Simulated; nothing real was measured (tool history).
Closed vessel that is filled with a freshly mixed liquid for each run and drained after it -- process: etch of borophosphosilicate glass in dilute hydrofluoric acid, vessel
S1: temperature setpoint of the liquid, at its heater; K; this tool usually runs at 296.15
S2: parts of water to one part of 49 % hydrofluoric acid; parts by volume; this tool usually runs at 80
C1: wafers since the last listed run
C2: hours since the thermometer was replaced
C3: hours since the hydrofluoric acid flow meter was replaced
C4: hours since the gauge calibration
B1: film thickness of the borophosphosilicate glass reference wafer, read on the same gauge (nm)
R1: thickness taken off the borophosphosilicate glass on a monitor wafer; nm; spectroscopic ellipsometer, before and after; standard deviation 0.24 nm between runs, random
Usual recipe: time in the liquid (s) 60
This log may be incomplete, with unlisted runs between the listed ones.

{"run": 1, "hour": 0.0, "S1": 296.15, "S2": 80, "time in the liquid (s)": 60, "C1": 0, "C2": 887.7, "C3": 1904.6, "C4": 180.2, "B1": 120.01, "R1": 37.63}
{"run": 2, "hour": 9.5, "S1": 296.15, "S2": 80, "time in the liquid (s)": 60, "C1": 1318, "C2": 897.2, "C3": 1914.1, "C4": 189.7, "B1": 119.98, "R1": 37.16}
{"run": 3, "hour": 24.6, "S1": 296.15, "S2": 80, "time in the liquid (s)": 60, "C1": 2095, "C2": 912.3, "C3": 1929.2, "C4": 204.8, "B1": 120.02, "R1": 37.45}
{"run": 4, "hour": 39.1, "S1": 299.15, "S2": 80, "time in the liquid (s)": 80, "C1": 2012, "C2": 926.8, "C3": 1943.7, "C4": 219.3, "B1": 120.01, "R1": 55.8}
{"run": 5, "hour": 52.1, "S1": 299.15, "S2": 80, "time in the liquid (s)": 80, "C1": 1803, "C2": 939.8, "C3": 1956.7, "C4": 232.3, "B1": 120.01, "R1": 56.09}
{"run": 6, "hour": 64.9, "S1": 299.15, "S2": 80, "time in the liquid (s)": 80, "C1": 1776, "C2": 952.6, "C3": 1969.5, "C4": 245.1, "B1": 120.02, "R1": 56.03}
{"run": 7, "hour": 75.6, "S1": 292.15, "S2": 80, "time in the liquid (s)": 85, "C1": 1484, "C2": 963.3, "C3": 1980.2, "C4": 255.8, "B1": 120.0, "R1": 44.92}
{"run": 8, "hour": 90.0, "S1": 292.15, "S2": 80, "time in the liquid (s)": 85, "C1": 1998, "C2": 977.7, "C3": 1994.6, "C4": 270.2, "B1": 120.01, "R1": 44.63}
{"run": 9, "hour": 101.8, "S1": 296.15, "S2": 80, "time in the liquid (s)": 75, "C1": 1637, "C2": 989.5, "C3": 2006.4, "C4": 282.0, "B1": 119.99, "R1": 46.8}
{"run": 10, "hour": 111.8, "S1": 296.15, "S2": 80, "time in the liquid (s)": 75, "C1": 1387, "C2": 999.5, "C3": 2016.4, "C4": 292.0, "B1": 120.02, "R1": 46.62}
{"run": 11, "hour": 124.9, "S1": 296.15, "S2": 80, "time in the liquid (s)": 60, "C1": 1817, "C2": 1012.6, "C3": 2029.5, "C4": 305.1, "B1": 120.01, "R1": 36.65}
{"hour": 133.2, "done": "gauge calibrated"}
{"run": 12, "hour": 139.5, "S1": 296.15, "S2": 80, "time in the liquid (s)": 60, "C1": 2025, "C2": 1027.2, "C3": 2044.1, "C4": 6.3, "B1": 120.0, "R1": 36.88}
{"run": 13, "hour": 156.3, "S1": 296.15, "S2": 80, "time in the liquid (s)": 60, "C1": 2331, "C2": 1044.0, "C3": 2060.9, "C4": 23.1, "B1": 120.03, "R1": 37.05}
{"run": 14, "hour": 171.8, "S1": 296.15, "S2": 80, "time in the liquid (s)": 60, "C1": 2150, "C2": 1059.5, "C3": 2076.4, "C4": 38.6, "B1": 120.01, "R1": 37.37}
{"run": 15, "hour": 188.6, "S1": 298.15, "S2": 80, "time in the liquid (s)": 75, "C1": 2331, "C2": 1076.3, "C3": 2093.2, "C4": 55.4, "B1": 119.98, "R1": 50.42}
{"run": 16, "hour": 196.5, "S1": 296.15, "S2": 115, "time in the liquid (s)": 75, "C1": 1096, "C2": 1084.2, "C3": 2101.1, "C4": 63.3, "B1": 120.0, "R1": 30.8}
{"hour": 204.7, "done": "hydrofluoric acid flow meter replaced"}
{"run": 17, "hour": 209.6, "S1": 296.15, "S2": 80, "time in the liquid (s)": 60, "C1": 1679, "C2": 1097.3, "C3": 4.9, "C4": 76.4, "B1": 120.0, "R1": 41.46}
{"run": 18, "hour": 227.1, "S1": 296.15, "S2": 80, "time in the liquid (s)": 60, "C1": 2428, "C2": 1114.8, "C3": 22.4, "C4": 93.9, "B1": 120.03, "R1": 41.56}
{"run": 19, "hour": 238.0, "S1": 299.15, "S2": 80, "time in the liquid (s)": 50, "C1": 1512, "C2": 1125.7, "C3": 33.3, "C4": 104.8, "B1": 120.01, "R1": 38.97}
{"run": 20, "hour": 266.2, "S1": 300.15, "S2": 80, "time in the liquid (s)": 60, "C1": 3913, "C2": 1153.9, "C3": 61.5, "C4": 133.0, "B1": 120.03, "R1": 48.82}
{"run": 21, "hour": 278.1, "S1": 296.15, "S2": 90, "time in the liquid (s)": 75, "C1": 1651, "C2": 1165.8, "C3": 73.4, "C4": 144.9, "B1": 120.02, "R1": 45.86}
{"run": 22, "hour": 284.2, "S1": 292.15, "S2": 55, "time in the liquid (s)": 35, "C1": 846, "C2": 1171.9, "C3": 79.5, "C4": 151.0, "B1": 119.98, "R1": 30.69}
{"run": 23, "hour": 298.1, "S1": 297.65, "S2": 45, "time in the liquid (s)": 60, "C1": 1928, "C2": 1185.8, "C3": 93.4, "C4": 164.9, "B1": 120.02, "R1": 81.33}
{"hour": 301.7, "done": "thermometer replaced"}
{"run": 24, "hour": 304.8, "S1": 296.15, "S2": 80, "time in the liquid (s)": 60, "C1": 790, "C2": 3.1, "C3": 100.1, "C4": 171.6, "B1": 119.97, "R1": 41.27}
{"run": 25, "hour": 312.7, "S1": 292.15, "S2": 80, "time in the liquid (s)": 60, "C1": 1096, "C2": 11.0, "C3": 108.0, "C4": 179.5, "B1": 120.02, "R1": 34.98}
{"run": 26, "hour": 327.1, "S1": 296.15, "S2": 80, "time in the liquid (s)": 60, "C1": 1998, "C2": 25.4, "C3": 122.4, "C4": 193.9, "B1": 120.01, "R1": 41.36}
{"run": 27, "hour": 372.0, "S1": 300.65, "S2": 45, "time in the liquid (s)": 75, "C1": 6230, "C2": 70.3, "C3": 167.3, "C4": 238.8, "B1": 120.0, "R1": 116.18}
{"run": 28, "hour": 389.3, "S1": 296.15, "S2": 80, "time in the liquid (s)": 60, "C1": 2400, "C2": 87.6, "C3": 184.6, "C4": 256.1, "B1": 120.01, "R1": 41.56}

Consider 3 possible next runs. They are alternatives, not a sequence: every one starts from the tool as it was left by run 28. What does each give?
{"run": "A", "hour": 390.0, "S1": 296.15, "S2": 115, "time in the liquid (s)": 60, "C1": 97, "C2": 88.3, "C3": 185.3, "C4": 256.8, "B1": "?", "R1": "?"}
{"run": "B", "hour": 390.0, "S1": 300.65, "S2": 80, "time in the liquid (s)": 30, "C1": 97, "C2": 88.3, "C3": 185.3, "C4": 256.8, "B1": "?", "R1": "?"}
{"run": "C", "hour": 390.0, "S1": 292.15, "S2": 100, "time in the liquid (s)": 45, "C1": 97, "C2": 88.3, "C3": 185.3, "C4": 256.8, "B1": "?", "R1": "?"}

run=A B1=119.98 R1=27.49
run=B B1=119.98 R1=24.66
run=C B1=119.98 R1=20.52
Take away the tool's hidden state, keep each run's random variation, and the runs would have read:
run=A R1=28.49
run=B R1=25.55
run=C R1=21.25
